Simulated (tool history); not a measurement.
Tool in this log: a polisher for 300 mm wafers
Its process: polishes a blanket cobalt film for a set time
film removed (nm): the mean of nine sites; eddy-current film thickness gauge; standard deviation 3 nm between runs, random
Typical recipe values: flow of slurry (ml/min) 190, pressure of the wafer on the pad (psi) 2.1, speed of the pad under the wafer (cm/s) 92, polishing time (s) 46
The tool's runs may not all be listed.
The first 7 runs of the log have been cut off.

run,hour,flow of slurry (ml/min),pressure of the wafer on the pad (psi),speed of the pad under the wafer (cm/s),polishing time (s),"incoming thickness of the incoming film, nm",film removed (nm)
8,390.9,190,2.1,92,52,904.8,262.0
9,431.8,170,2.1,92,56,896.3,277.7
10,483.5,190,2.1,92,46,917.8,240.4
11,528.6,190,2.1,92,46,919.6,232.9
12,571.1,190,2.1,92,46,895.1,237.0
# hour 628.0: worn pad replaced by a new one
13,630.2,190,2.1,92,46,893.3,243.5
14,695.8,215,2.1,92,38,916.0,201.2
15,722.1,215,2.1,92,38,925.3,202.3
16,779.4,215,2.1,92,38,903.3,202.7
# hour 817.8: slurry nozzle cleaned
17,825.2,145,1.8,92,41,916.9,191.8
# hour 936.3: worn pad replaced by a new one
18,947.6,155,1.8,92,57,904.1,284.7
# hour 962.8: head pressure recalibrated
19,994.9,190,2.1,92,46,903.1,234.1

Run 20 has not been measured yet. What should we expect?
20,1025.7,145,1.6,108,61,908.5,?

For run 20 the tool returned film removed (nm) 275.6.
The same run, on a tool lacking any hidden state, would have yielded film removed (nm) 279.6.

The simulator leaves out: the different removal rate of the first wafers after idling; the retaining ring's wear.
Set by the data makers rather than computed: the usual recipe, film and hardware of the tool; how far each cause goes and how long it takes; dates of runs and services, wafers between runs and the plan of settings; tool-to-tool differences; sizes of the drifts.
